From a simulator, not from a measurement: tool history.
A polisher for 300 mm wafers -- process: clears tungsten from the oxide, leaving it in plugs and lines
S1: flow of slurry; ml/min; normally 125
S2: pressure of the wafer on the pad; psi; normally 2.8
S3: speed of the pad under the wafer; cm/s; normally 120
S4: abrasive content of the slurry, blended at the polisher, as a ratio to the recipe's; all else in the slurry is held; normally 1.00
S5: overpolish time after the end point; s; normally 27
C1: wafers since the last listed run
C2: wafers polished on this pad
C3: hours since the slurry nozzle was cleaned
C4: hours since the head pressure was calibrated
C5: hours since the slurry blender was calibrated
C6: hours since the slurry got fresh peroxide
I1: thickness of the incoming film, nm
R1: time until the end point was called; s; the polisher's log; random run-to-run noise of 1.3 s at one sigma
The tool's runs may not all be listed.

{"run": 1, "day": 0.0, "S1": 125, "S2": 2.8, "S3": 120, "S4": 1.0, "S5": 36, "C1": 0, "C2": 1837, "C3": 229.2, "C4": 1176.0, "C5": 115.8, "C6": 5.7, "I1": 528.7, "R1": 142.8}
{"run": 2, "day": 0.692, "S1": 125, "S2": 2.2, "S3": 120, "S4": 1.0, "S5": 27, "C1": 159, "C2": 1996, "C3": 245.8, "C4": 1192.6, "C5": 132.4, "C6": 22.3, "I1": 526.9, "R1": 178.4}
{"day": 1.246, "done": "worn pad replaced by a new one"}
{"run": 3, "day": 1.971, "S1": 125, "S2": 2.8, "S3": 132, "S4": 1.0, "S5": 27, "C1": 256, "C2": 167, "C3": 276.5, "C4": 1223.3, "C5": 163.1, "C6": 53.0, "I1": 520.3, "R1": 130.1}
{"run": 4, "day": 2.942, "S1": 80, "S2": 2.8, "S3": 120, "S4": 1.15, "S5": 27, "C1": 223, "C2": 391, "C3": 299.8, "C4": 1246.6, "C5": 186.4, "C6": 76.3, "I1": 516.5, "R1": 158.0}
{"run": 5, "day": 3.512, "S1": 150, "S2": 2.8, "S3": 120, "S4": 1.2, "S5": 20, "C1": 131, "C2": 522, "C3": 313.5, "C4": 1260.3, "C5": 200.1, "C6": 90.0, "I1": 524.4, "R1": 133.5}
{"day": 3.762, "done": "head pressure recalibrated"}
{"run": 6, "day": 4.254, "S1": 125, "S2": 2.8, "S3": 120, "S4": 1.0, "S5": 27, "C1": 151, "C2": 674, "C3": 331.3, "C4": 11.8, "C5": 217.9, "C6": 107.8, "I1": 520.4, "R1": 138.8}
{"run": 7, "day": 5.4, "S1": 80, "S2": 2.8, "S3": 120, "S4": 1.15, "S5": 27, "C1": 264, "C2": 939, "C3": 358.8, "C4": 39.3, "C5": 245.4, "C6": 135.3, "I1": 525.7, "R1": 159.1}
{"run": 8, "day": 6.55, "S1": 125, "S2": 2.8, "S3": 148, "S4": 0.75, "S5": 27, "C1": 265, "C2": 1204, "C3": 386.4, "C4": 66.9, "C5": 273.0, "C6": 162.9, "I1": 530.9, "R1": 119.8}
{"run": 9, "day": 7.183, "S1": 125, "S2": 2.1, "S3": 150, "S4": 0.85, "S5": 27, "C1": 146, "C2": 1350, "C3": 401.6, "C4": 82.1, "C5": 288.2, "C6": 178.1, "I1": 528.7, "R1": 153.5}
{"run": 10, "day": 7.688, "S1": 125, "S2": 2.8, "S3": 120, "S4": 1.0, "S5": 27, "C1": 116, "C2": 1466, "C3": 413.7, "C4": 94.2, "C5": 300.3, "C6": 190.2, "I1": 531.0, "R1": 146.1}
{"day": 8.612, "done": "slurry nozzle cleaned"}
{"run": 11, "day": 8.746, "S1": 100, "S2": 2.8, "S3": 120, "S4": 1.0, "S5": 27, "C1": 234, "C2": 1701, "C3": 3.2, "C4": 119.6, "C5": 325.7, "C6": 215.6, "I1": 520.1, "R1": 149.9}
{"run": 12, "day": 9.812, "S1": 160, "S2": 2.8, "S3": 120, "S4": 0.7, "S5": 27, "C1": 246, "C2": 1947, "C3": 28.8, "C4": 145.2, "C5": 351.3, "C6": 241.2, "I1": 517.0, "R1": 139.0}
{"day": 10.162, "done": "worn pad replaced by a new one"}
{"day": 10.371, "done": "slurry blender recalibrated"}
{"run": 13, "day": 10.525, "S1": 105, "S2": 2.5, "S3": 120, "S4": 1.0, "S5": 27, "C1": 106, "C2": 64, "C3": 45.9, "C4": 162.3, "C5": 3.7, "C6": 258.3, "I1": 530.1, "R1": 164.3}
{"day": 11.117, "done": "slurry tank refilled with fresh slurry and peroxide"}
{"run": 14, "day": 13.8, "S1": 125, "S2": 3.5, "S3": 136, "S4": 0.8, "S5": 21, "C1": 745, "C2": 810, "C3": 124.5, "C4": 240.9, "C5": 82.3, "C6": 64.4, "I1": 528.3, "R1": 104.1}
{"run": 15, "day": 14.546, "S1": 145, "S2": 3.3, "S3": 142, "S4": 1.0, "S5": 35, "C1": 172, "C2": 982, "C3": 142.4, "C4": 258.8, "C5": 100.2, "C6": 82.3, "I1": 524.9, "R1": 100.1}
{"run": 16, "day": 15.292, "S1": 125, "S2": 2.8, "S3": 120, "S4": 1.0, "S5": 27, "C1": 172, "C2": 1154, "C3": 160.3, "C4": 276.7, "C5": 118.1, "C6": 100.2, "I1": 525.6, "R1": 143.1}
{"run": 17, "day": 16.525, "S1": 90, "S2": 2.1, "S3": 82, "S4": 0.75, "S5": 27, "C1": 284, "C2": 1439, "C3": 189.9, "C4": 306.3, "C5": 147.7, "C6": 129.8, "I1": 529.4, "R1": 309.3}
{"run": 18, "day": 17.108, "S1": 85, "S2": 2.3, "S3": 98, "S4": 0.75, "S5": 27, "C1": 134, "C2": 1573, "C3": 203.9, "C4": 320.3, "C5": 161.7, "C6": 143.8, "I1": 517.9, "R1": 239.1}
{"run": 19, "day": 17.725, "S1": 160, "S2": 2.8, "S3": 120, "S4": 1.0, "S5": 27, "C1": 142, "C2": 1716, "C3": 218.7, "C4": 335.1, "C5": 176.5, "C6": 158.6, "I1": 528.5, "R1": 137.0}
{"run": 20, "day": 18.662, "S1": 85, "S2": 2.8, "S3": 120, "S4": 1.0, "S5": 35, "C1": 216, "C2": 1932, "C3": 241.2, "C4": 357.6, "C5": 199.0, "C6": 181.1, "I1": 523.4, "R1": 159.1}
{"day": 20.133, "done": "slurry tank refilled with fresh slurry and peroxide"}
{"run": 21, "day": 20.158, "S1": 125, "S2": 2.8, "S3": 120, "S4": 1.3, "S5": 27, "C1": 335, "C2": 2267, "C3": 277.1, "C4": 393.5, "C5": 234.9, "C6": 0.6, "I1": 522.9, "R1": 135.9}
{"run": 22, "day": 21.05, "S1": 125, "S2": 3.5, "S3": 146, "S4": 1.0, "S5": 32, "C1": 205, "C2": 2473, "C3": 298.5, "C4": 414.9, "C5": 256.3, "C6": 22.0, "I1": 526.2, "R1": 94.5}
{"day": 21.546, "done": "worn pad replaced by a new one"}
{"run": 23, "day": 21.821, "S1": 125, "S2": 3.4, "S3": 120, "S4": 1.0, "S5": 27, "C1": 139, "C2": 63, "C3": 317.0, "C4": 433.4, "C5": 274.8, "C6": 40.5, "I1": 527.6, "R1": 118.9}
{"run": 24, "day": 22.908, "S1": 125, "S2": 2.8, "S3": 120, "S4": 1.0, "S5": 43, "C1": 250, "C2": 314, "C3": 343.1, "C4": 459.5, "C5": 300.9, "C6": 66.6, "I1": 533.9, "R1": 146.3}
{"run": 25, "day": 23.871, "S1": 165, "S2": 2.8, "S3": 160, "S4": 1.25, "S5": 27, "C1": 222, "C2": 536, "C3": 366.2, "C4": 482.6, "C5": 324.0, "C6": 89.7, "I1": 529.2, "R1": 100.4}

Here are 5 independent what-if runs from the current tool condition. What would each one return?
{"run": "A", "day": 23.892, "S1": 125, "S2": 2.8, "S3": 120, "S4": 0.7, "S5": 27, "C1": 4, "C2": 541, "C3": 366.7, "C4": 483.1, "C5": 324.5, "C6": 90.2, "I1": 527.7, "R1": "?"}
{"run": "B", "day": 23.892, "S1": 125, "S2": 2.8, "S3": 80, "S4": 1.0, "S5": 27, "C1": 4, "C2": 541, "C3": 366.7, "C4": 483.1, "C5": 324.5, "C6": 90.2, "I1": 527.7, "R1": "?"}
{"run": "C", "day": 23.892, "S1": 125, "S2": 2.8, "S3": 120, "S4": 1.25, "S5": 27, "C1": 4, "C2": 541, "C3": 366.7, "C4": 483.1, "C5": 324.5, "C6": 90.2, "I1": 527.7, "R1": "?"}
{"run": "D", "day": 23.892, "S1": 125, "S2": 2.8, "S3": 120, "S4": 1.1, "S5": 27, "C1": 4, "C2": 541, "C3": 366.7, "C4": 483.1, "C5": 324.5, "C6": 90.2, "I1": 527.7, "R1": "?"}
{"run": "E", "day": 23.892, "S1": 110, "S2": 2.8, "S3": 120, "S4": 1.15, "S5": 42, "C1": 4, "C2": 541, "C3": 366.7, "C4": 483.1, "C5": 324.5, "C6": 90.2, "I1": 527.7, "R1": "?"}

run=A R1=150.3
run=B R1=217.0
run=C R1=140.7
run=D R1=143.0
run=E R1=146.7
Stripped of hidden state, with their random variation kept, the same runs would have yielded:
run=A R1=150.3
run=B R1=217.0
run=C R1=140.7
run=D R1=143.0
run=E R1=146.7

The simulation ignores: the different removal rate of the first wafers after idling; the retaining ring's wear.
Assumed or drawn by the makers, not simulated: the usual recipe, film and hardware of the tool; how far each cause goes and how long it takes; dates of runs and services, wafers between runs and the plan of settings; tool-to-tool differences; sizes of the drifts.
